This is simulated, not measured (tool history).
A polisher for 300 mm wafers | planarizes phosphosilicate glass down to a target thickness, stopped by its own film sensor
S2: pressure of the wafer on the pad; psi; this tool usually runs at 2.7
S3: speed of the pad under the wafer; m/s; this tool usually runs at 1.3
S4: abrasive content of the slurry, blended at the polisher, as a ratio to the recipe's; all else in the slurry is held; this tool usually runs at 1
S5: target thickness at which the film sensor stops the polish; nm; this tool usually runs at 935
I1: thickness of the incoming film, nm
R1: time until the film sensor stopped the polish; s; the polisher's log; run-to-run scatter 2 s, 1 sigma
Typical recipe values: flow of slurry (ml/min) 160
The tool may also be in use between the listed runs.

Run 1, hour 0: usual settings but S5 576 nm; I1 2299.5. Result: R1 205.8 s.
At hour 51.8: conditioning disc replaced and pad reconditioned.
At hour 72.7: worn pad replaced by a new one.
Run 2, hour 98: usual settings; I1 2286. Result: R1 166.6 s.
Run 3, hour 166.6: usual settings; I1 2294.4. Result: R1 168 s.
At hour 222.5: slurry nozzle cleaned.
Run 4, hour 272.8: usual settings; I1 2278.4. Result: R1 170.3 s.
Run 5, hour 363.7: usual settings but S5 1135 nm; I1 2307.6. Result: R1 143.4 s.
Run 6, hour 416.9: usual settings but S5 1135 nm; I1 2255. Result: R1 137.2 s.
At hour 462.7: slurry blender recalibrated.
Run 7, hour 478.8: usual settings; I1 2303.3. Result: R1 164.3 s.
Run 8, hour 525.9: usual settings but flow of slurry (ml/min) 175, S5 663 nm; I1 2264.9. Result: R1 194.2 s.
Run 9, hour 566.7: usual settings but flow of slurry (ml/min) 175, S5 663 nm; I1 2232.6. Result: R1 189.5 s.
Run 10, hour 607.3: usual settings but flow of slurry (ml/min) 135, S4 1.15; I1 2274.2. Result: R1 159.9 s.
At hour 648.3: conditioning disc replaced and pad reconditioned.
Run 11, hour 658.7: usual settings but S5 1135 nm; I1 2327.2. Result: R1 145.7 s.
At hour 690.1: worn pad replaced by a new one.
Run 12, hour 739.5: usual settings but flow of slurry (ml/min) 115; I1 2284.1. Result: R1 173.3 s.
Run 13, hour 798.4: usual settings but S3 1.68 m/s, S4 0.8, S5 487 nm; I1 2283.4. Result: R1 191.9 s.
Run 14, hour 842.1: usual settings but S3 1.52 m/s, S5 809 nm; I1 2297.2. Result: R1 162.4 s.
At hour 871.3: slurry nozzle cleaned.
Run 15, hour 883.3: usual settings; I1 2274.3. Result: R1 166.5 s.
Run 16, hour 948.9: usual settings but S5 620 nm; I1 2311.9. Result: R1 204.9 s.
Run 17, hour 1023.9: usual settings but S4 1.1, S5 782 nm; I1 2273.7. Result: R1 180 s.
At hour 1094.8: slurry blender recalibrated.
Run 18, hour 1129.5: usual settings but flow of slurry (ml/min) 130, S3 1.66 m/s, S4 1.2, S5 1259 nm; I1 2254.4. Result: R1 99.1 s.
Run 19, hour 1215.1: usual settings but S2 3.5 psi; I1 2283.1. Result: R1 141.6 s.
At hour 1249: conditioning disc replaced and pad reconditioned.
Run 20, hour 1270.4: usual settings but flow of slurry (ml/min) 135, S5 779 nm; I1 2298.4. Result: R1 190.5 s.
At hour 1282: head pressure recalibrated.
Run 21, hour 1324.3: usual settings; I1 2259.3. Result: R1 163.1 s.
At hour 1337.2: worn pad replaced by a new one.
At hour 1408.5: slurry nozzle cleaned.
Run 22, hour 1432: usual settings; I1 2277.3. Result: R1 163.5 s.
Run 23, hour 1538.9: usual settings; I1 2253.4. Result: R1 159.3 s.
Run 24, hour 1608.4: usual settings but flow of slurry (ml/min) 145; I1 2311.9. Result: R1 171.9 s.
Run 25, hour 1692.9: usual settings; I1 2283. Result: R1 170 s.

Branching from run 25: 4 alternative next runs. What would each branch give?
Run A, hour 1693.4: usual settings; I1 2250.2. Result: R1 ?.
Run B, hour 1693.4: usual settings but flow of slurry (ml/min) 130, S3 1.08 m/s, S4 0.7, S5 1194 nm; I1 2250.2. Result: R1 ?.
Run C, hour 1693.4: usual settings but S3 1.66 m/s, S5 600 nm; I1 2250.2. Result: R1 ?.
Run D, hour 1693.4: usual settings but S2 2 psi, S3 1.54 m/s; I1 2250.2. Result: R1 ?.

run     R1
  A  160.1
  B  165.2
  C  165.2
  D  168.8
With no hidden state in the tool, these same runs would have given:
run     R1
  A  160.1
  B  165.2
  C  165.2
  D  168.8
